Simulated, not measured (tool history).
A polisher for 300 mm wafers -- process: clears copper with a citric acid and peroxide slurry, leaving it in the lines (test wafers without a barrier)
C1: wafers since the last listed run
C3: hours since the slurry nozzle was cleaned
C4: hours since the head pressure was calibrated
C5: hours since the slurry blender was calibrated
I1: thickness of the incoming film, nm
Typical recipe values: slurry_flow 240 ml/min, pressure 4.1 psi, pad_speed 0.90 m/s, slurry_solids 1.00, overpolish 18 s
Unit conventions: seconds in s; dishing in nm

run 1 hour=0.0 | slurry_flow=240 pressure=4.1 pad_speed=0.90 slurry_solids=1.00 overpolish=18 | C1=0 wafers_polished_on_this_pad=2514 C3=15.4 C4=407.6 C5=133.9 | I1=199.7 | seconds=88.9 dishing=33.8
run 2 hour=32.9 | slurry_flow=195 pressure=4.1 pad_speed=0.90 slurry_solids=1.00 overpolish=15 | C1=341 wafers_polished_on_this_pad=2855 C3=48.3 C4=440.5 C5=166.8 | I1=201.1 | seconds=92.5 dishing=29.1
run 3 hour=80.5 | slurry_flow=240 pressure=4.1 pad_speed=0.90 slurry_solids=1.00 overpolish=18 | C1=493 wafers_polished_on_this_pad=3348 C3=95.9 C4=488.1 C5=214.4 | I1=199.3 | seconds=89.0 dishing=34.8
run 4 hour=151.9 | slurry_flow=240 pressure=4.1 pad_speed=0.64 slurry_solids=1.00 overpolish=10 | C1=740 wafers_polished_on_this_pad=4089 C3=167.3 C4=559.5 C5=285.8 | I1=197.0 | seconds=125.6 dishing=14.5
-- hour=156.8 worn pad replaced by a new one
run 5 hour=194.0 | slurry_flow=240 pressure=4.1 pad_speed=0.64 slurry_solids=1.00 overpolish=10 | C1=395 wafers_polished_on_this_pad=386 C3=209.4 C4=601.6 C5=327.9 | I1=196.8 | seconds=123.1 dishing=14.2
-- hour=385.5 slurry blender recalibrated
run 6 hour=393.3 | slurry_flow=240 pressure=4.1 pad_speed=1.14 slurry_solids=0.85 overpolish=18 | C1=2045 wafers_polished_on_this_pad=2431 C3=408.7 C4=800.9 C5=7.8 | I1=201.9 | seconds=78.1 dishing=38.8
-- hour=435.5 slurry nozzle cleaned
run 7 hour=449.3 | slurry_flow=240 pressure=4.1 pad_speed=0.90 slurry_solids=1.00 overpolish=18 | C1=570 wafers_polished_on_this_pad=3001 C3=13.8 C4=856.9 C5=63.8 | I1=201.4 | seconds=89.6 dishing=33.5
run 8 hour=481.8 | slurry_flow=240 pressure=4.1 pad_speed=0.74 slurry_solids=0.75 overpolish=29 | C1=336 wafers_polished_on_this_pad=3338 C3=46.3 C4=889.4 C5=96.3 | I1=200.5 | seconds=111.9 dishing=42.1
run 9 hour=533.9 | slurry_flow=240 pressure=3.3 pad_speed=0.90 slurry_solids=1.00 overpolish=24 | C1=540 wafers_polished_on_this_pad=3879 C3=98.4 C4=941.5 C5=148.4 | I1=200.4 | seconds=112.2 dishing=35.5
-- hour=560.7 head pressure recalibrated
run 10 hour=570.0 | slurry_flow=240 pressure=4.1 pad_speed=0.90 slurry_solids=1.00 overpolish=18 | C1=353 wafers_polished_on_this_pad=4232 C3=134.5 C4=9.3 C5=184.5 | I1=198.1 | seconds=90.4 dishing=33.7
run 11 hour=603.4 | slurry_flow=240 pressure=4.1 pad_speed=0.90 slurry_solids=1.00 overpolish=18 | C1=346 wafers_polished_on_this_pad=4578 C3=167.9 C4=42.7 C5=217.9 | I1=199.2 | seconds=90.3 dishing=33.0
-- hour=641.8 worn pad replaced by a new one
run 12 hour=656.9 | slurry_flow=320 pressure=4.1 pad_speed=0.90 slurry_solids=1.00 overpolish=18 | C1=513 wafers_polished_on_this_pad=156 C3=221.4 C4=96.2 C5=271.4 | I1=200.1 | seconds=88.2 dishing=34.8
run 13 hour=701.7 | slurry_flow=240 pressure=4.1 pad_speed=0.90 slurry_solids=1.00 overpolish=21 | C1=464 wafers_polished_on_this_pad=621 C3=266.2 C4=141.0 C5=316.2 | I1=200.4 | seconds=90.0 dishing=39.2
run 14 hour=757.7 | slurry_flow=240 pressure=4.5 pad_speed=0.90 slurry_solids=1.00 overpolish=24 | C1=580 wafers_polished_on_this_pad=1202 C3=322.2 C4=197.0 C5=372.2 | I1=195.9 | seconds=82.7 dishing=45.2
run 15 hour=784.8 | slurry_flow=240 pressure=3.6 pad_speed=0.90 slurry_solids=1.00 overpolish=9 | C1=280 wafers_polished_on_this_pad=1483 C3=349.3 C4=224.1 C5=399.3 | I1=199.8 | seconds=104.1 dishing=15.1
run 16 hour=826.4 | slurry_flow=240 pressure=3.5 pad_speed=1.08 slurry_solids=1.15 overpolish=18 | C1=431 wafers_polished_on_this_pad=1914 C3=390.9 C4=265.7 C5=440.9 | I1=203.6 | seconds=91.6 dishing=33.5
run 17 hour=856.8 | slurry_flow=240 pressure=2.8 pad_speed=0.90 slurry_solids=0.75 overpolish=18 | C1=315 wafers_polished_on_this_pad=2229 C3=421.3 C4=296.1 C5=471.3 | I1=200.5 | seconds=140.6 dishing=21.6
-- hour=890.3 slurry blender recalibrated
run 18 hour=919.3 | slurry_flow=240 pressure=4.1 pad_speed=0.90 slurry_solids=1.00 overpolish=18 | C1=627 wafers_polished_on_this_pad=2856 C3=483.8 C4=358.6 C5=29.0 | I1=200.1 | seconds=95.7 dishing=32.2
run 19 hour=964.4 | slurry_flow=240 pressure=4.1 pad_speed=0.90 slurry_solids=1.00 overpolish=18 | C1=467 wafers_polished_on_this_pad=3324 C3=528.9 C4=403.7 C5=74.1 | I1=199.9 | seconds=98.2 dishing=30.8
-- hour=989.4 slurry nozzle cleaned
run 20 hour=990.2 | slurry_flow=195 pressure=4.1 pad_speed=0.90 slurry_solids=0.75 overpolish=23 | C1=257 wafers_polished_on_this_pad=3581 C3=0.8 C4=429.5 C5=99.9 | I1=199.3 | seconds=94.7 dishing=39.2
run 21 hour=1019.6 | slurry_flow=240 pressure=4.1 pad_speed=0.90 slurry_solids=1.15 overpolish=12 | C1=304 wafers_polished_on_this_pad=3886 C3=30.2 C4=458.9 C5=129.3 | I1=197.8 | seconds=85.4 dishing=24.6
run 22 hour=1074.3 | slurry_flow=240 pressure=2.8 pad_speed=0.90 slurry_solids=0.75 overpolish=23 | C1=567 wafers_polished_on_this_pad=4453 C3=84.9 C4=513.6 C5=184.0 | I1=199.0 | seconds=138.1 dishing=28.8
run 23 hour=1120.9 | slurry_flow=240 pressure=4.1 pad_speed=0.90 slurry_solids=0.75 overpolish=18 | C1=483 wafers_polished_on_this_pad=4936 C3=131.5 C4=560.2 C5=230.6 | I1=198.9 | seconds=93.3 dishing=31.8
-- hour=1134.4 worn pad replaced by a new one
run 24 hour=1154.3 | slurry_flow=265 pressure=2.8 pad_speed=1.02 slurry_solids=0.80 overpolish=18 | C1=304 wafers_polished_on_this_pad=206 C3=164.9 C4=593.6 C5=264.0 | I1=197.0 | seconds=117.2 dishing=26.7
run 25 hour=1219.7 | slurry_flow=240 pressure=2.8 pad_speed=0.90 slurry_solids=1.00 overpolish=18 | C1=678 wafers_polished_on_this_pad=884 C3=230.3 C4=659.0 C5=329.4 | I1=199.0 | seconds=132.2 dishing=23.7
run 26 hour=1254.6 | slurry_flow=240 pressure=4.1 pad_speed=0.84 slurry_solids=1.00 overpolish=18 | C1=361 wafers_polished_on_this_pad=1245 C3=265.2 C4=693.9 C5=364.3 | I1=202.2 | seconds=98.1 dishing=30.9
run 27 hour=1280.3 | slurry_flow=280 pressure=3.4 pad_speed=1.10 slurry_solids=0.75 overpolish=18 | C1=266 wafers_polished_on_this_pad=1512 C3=290.9 C4=719.6 C5=390.0 | I1=200.8 | seconds=92.0 dishing=33.9
-- hour=1334.1 slurry blender recalibrated
run 28 hour=1340.0 | slurry_flow=270 pressure=2.9 pad_speed=0.90 slurry_solids=1.00 overpolish=18 | C1=598 wafers_polished_on_this_pad=2110 C3=350.6 C4=779.3 C5=5.9 | I1=198.5 | seconds=126.9 dishing=24.4

Forecast each of these 4 alternatives for the next run:
run A hour=1340.4 | slurry_flow=240 pressure=4.1 pad_speed=0.90 slurry_solids=1.00 overpolish=18 | C1=4 wafers_polished_on_this_pad=2114 C3=351.0 C4=779.7 C5=6.3 | I1=200.5 | seconds=? dishing=?
run B hour=1340.4 | slurry_flow=265 pressure=4.1 pad_speed=1.16 slurry_solids=1.00 overpolish=25 | C1=4 wafers_polished_on_this_pad=2114 C3=351.0 C4=779.7 C5=6.3 | I1=200.5 | seconds=? dishing=?
run C hour=1340.4 | slurry_flow=265 pressure=3.1 pad_speed=1.20 slurry_solids=1.00 overpolish=15 | C1=4 wafers_polished_on_this_pad=2114 C3=351.0 C4=779.7 C5=6.3 | I1=200.5 | seconds=? dishing=?
run D hour=1340.4 | slurry_flow=240 pressure=4.1 pad_speed=0.90 slurry_solids=1.00 overpolish=13 | C1=4 wafers_polished_on_this_pad=2114 C3=351.0 C4=779.7 C5=6.3 | I1=200.5 | seconds=? dishing=?

run=A seconds=93.1 dishing=32.3
run=B seconds=71.4 dishing=53.6
run=C seconds=90.9 dishing=27.8
run=D seconds=93.1 dishing=24.0
With the hidden condition removed and each run's random variation left untouched, the same runs would have given:
run=A seconds=88.5 dishing=33.8
run=B seconds=68.2 dishing=55.6
run=C seconds=86.8 dishing=29.0
run=D seconds=88.5 dishing=25.2
